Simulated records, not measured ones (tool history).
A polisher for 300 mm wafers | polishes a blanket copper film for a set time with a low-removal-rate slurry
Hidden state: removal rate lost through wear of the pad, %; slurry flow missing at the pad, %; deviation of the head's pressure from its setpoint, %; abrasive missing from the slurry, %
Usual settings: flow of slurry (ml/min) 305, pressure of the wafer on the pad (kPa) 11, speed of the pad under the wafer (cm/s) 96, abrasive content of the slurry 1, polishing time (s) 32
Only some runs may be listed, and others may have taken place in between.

| run | hour | flow of slurry (ml/min) | pressure of the wafer on the pad (kPa) | speed of the pad under the wafer (cm/s) | abrasive content of the slurry | polishing time (s) | wafers since the last listed run | wafers polished on this pad | hours since the slurry nozzle was cleaned | hours since the head pressure was calibrated | hours since the slurry blender was calibrated | incoming thickness of the incoming film, nm | film removed (nm) |
|---|---|---|---|---|---|---|---|---|---|---|---|---|---|
| 1 | 0 | 305 | 11 | 96 | 1 | 32 | 0 | 948 | 344.1 | 711.1 | 192.5 | 1329.9 | 47.4 |
| 2 | 24.4 | 305 | 11 | 96 | 1 | 32 | 189 | 1138 | 368.5 | 735.5 | 216.9 | 1323.7 | 48 |
| 3 | 59.4 | 305 | 11 | 96 | 1 | 32 | 271 | 1409 | 403.5 | 770.5 | 251.9 | 1349.1 | 45.3 |
|  | 65.8 | worn pad replaced by a new one |
|  | 102.2 | slurry blender recalibrated |
| 4 | 123.9 | 305 | 11 | 96 | 1 | 32 | 453 | 435 | 468 | 835 | 21.7 | 1361.4 | 50.4 |
| 5 | 154.4 | 305 | 11 | 96 | 1 | 32 | 236 | 671 | 498.5 | 865.5 | 52.2 | 1317.6 | 48.9 |
|  | 209.1 | slurry nozzle cleaned |
| 6 | 210.4 | 305 | 11 | 96 | 1 | 32 | 426 | 1098 | 1.3 | 921.5 | 108.2 | 1337.7 | 47.7 |
| 7 | 276.8 | 355 | 11 | 96 | 1 | 32 | 515 | 1613 | 67.7 | 987.9 | 174.6 | 1336.8 | 44.6 |
|  | 294.3 | worn pad replaced by a new one |
| 8 | 307 | 355 | 11 | 96 | 1 | 32 | 203 | 98 | 97.9 | 1018.1 | 204.8 | 1316.1 | 51.5 |
| 9 | 371.2 | 305 | 11 | 96 | 1 | 32 | 497 | 596 | 162.1 | 1082.3 | 269 | 1338.9 | 49.2 |
|  | 386.1 | head pressure recalibrated |
| 10 | 405.4 | 305 | 11 | 96 | 1 | 32 | 249 | 846 | 196.3 | 19.3 | 303.2 | 1366.4 | 48.7 |
|  | 424.8 | slurry blender recalibrated |
| 11 | 471.8 | 305 | 11 | 96 | 1 | 32 | 499 | 1345 | 262.7 | 85.7 | 47 | 1338.6 | 46.3 |
|  | 515 | worn pad replaced by a new one |
| 12 | 531.5 | 360 | 11 | 116 | 1 | 32 | 432 | 128 | 322.4 | 145.4 | 106.7 | 1326.3 | 56.8 |
| 13 | 557.1 | 305 | 11 | 72 | 1 | 32 | 198 | 326 | 348 | 171 | 132.3 | 1346.7 | 40.1 |
| 14 | 586 | 305 | 11 | 96 | 1 | 32 | 224 | 550 | 376.9 | 199.9 | 161.2 | 1332.9 | 48.2 |
| 15 | 638 | 305 | 11 | 116 | 1 | 32 | 403 | 954 | 428.9 | 251.9 | 213.2 | 1329.9 | 54.8 |
|  | 665.7 | slurry blender recalibrated |
| 16 | 670.2 | 305 | 11 | 96 | 1 | 22 | 234 | 1188 | 461.1 | 284.1 | 4.5 | 1317.1 | 32.4 |
| 17 | 701.7 | 305 | 11 | 66 | 1 | 32 | 244 | 1432 | 492.6 | 315.6 | 36 | 1360.4 | 34.4 |
|  | 723.4 | worn pad replaced by a new one |
|  | 749 | slurry nozzle cleaned |
| 18 | 751.9 | 305 | 6.9 | 96 | 1 | 42 | 350 | 213 | 2.9 | 365.8 | 86.2 | 1325.1 | 41.2 |
| 19 | 820.1 | 400 | 7.6 | 96 | 1 | 25 | 528 | 742 | 71.1 | 434 | 154.4 | 1363 | 27.6 |
| 20 | 890.5 | 305 | 11 | 120 | 0.75 | 32 | 546 | 1288 | 141.5 | 504.4 | 224.8 | 1345.3 | 50.6 |
|  | 919.3 | worn pad replaced by a new one |
| 21 | 919.8 | 305 | 11 | 96 | 1 | 29 | 196 | 3 | 170.8 | 533.7 | 254.1 | 1327.3 | 45.3 |
|  | 949.3 | slurry blender recalibrated |
| 22 | 969.7 | 305 | 11 | 96 | 1 | 32 | 371 | 375 | 220.7 | 583.6 | 20.4 | 1335.3 | 50.1 |
| 23 | 1038.4 | 305 | 13.8 | 96 | 1 | 32 | 532 | 908 | 289.4 | 652.3 | 89.1 | 1350.5 | 59.3 |

List, for all runs, the conditions of the tool that the log does not record:
slurry flow missing at the pad, %: 0 at every run
deviation of the head's pressure from its setpoint, %: 0 at every run
abrasive missing from the slurry, %: 0 at every run
H1: removal rate lost through wear of the pad, %
| run | H1 |
|---|---|
| 1 | 4.4 |
| 2 | 6.23 |
| 3 | 9.42 |
| 4 | 1.05 |
| 5 | 2.3 |
| 6 | 5.93 |
| 7 | 12.5 |
| 8 | 0.124 |
| 9 | 1.73 |
| 10 | 3.52 |
| 11 | 8.85 |
| 12 | 1.78 |
| 13 | 2.2 |
| 14 | 3.11 |
| 15 | 5.91 |
| 16 | 8.41 |
| 17 | 11.4 |
| 18 | 1.74 |
| 19 | 4.12 |
| 20 | 9.29 |
| 21 | 0.991 |
| 22 | 1.7 |
| 23 | 4.94 |

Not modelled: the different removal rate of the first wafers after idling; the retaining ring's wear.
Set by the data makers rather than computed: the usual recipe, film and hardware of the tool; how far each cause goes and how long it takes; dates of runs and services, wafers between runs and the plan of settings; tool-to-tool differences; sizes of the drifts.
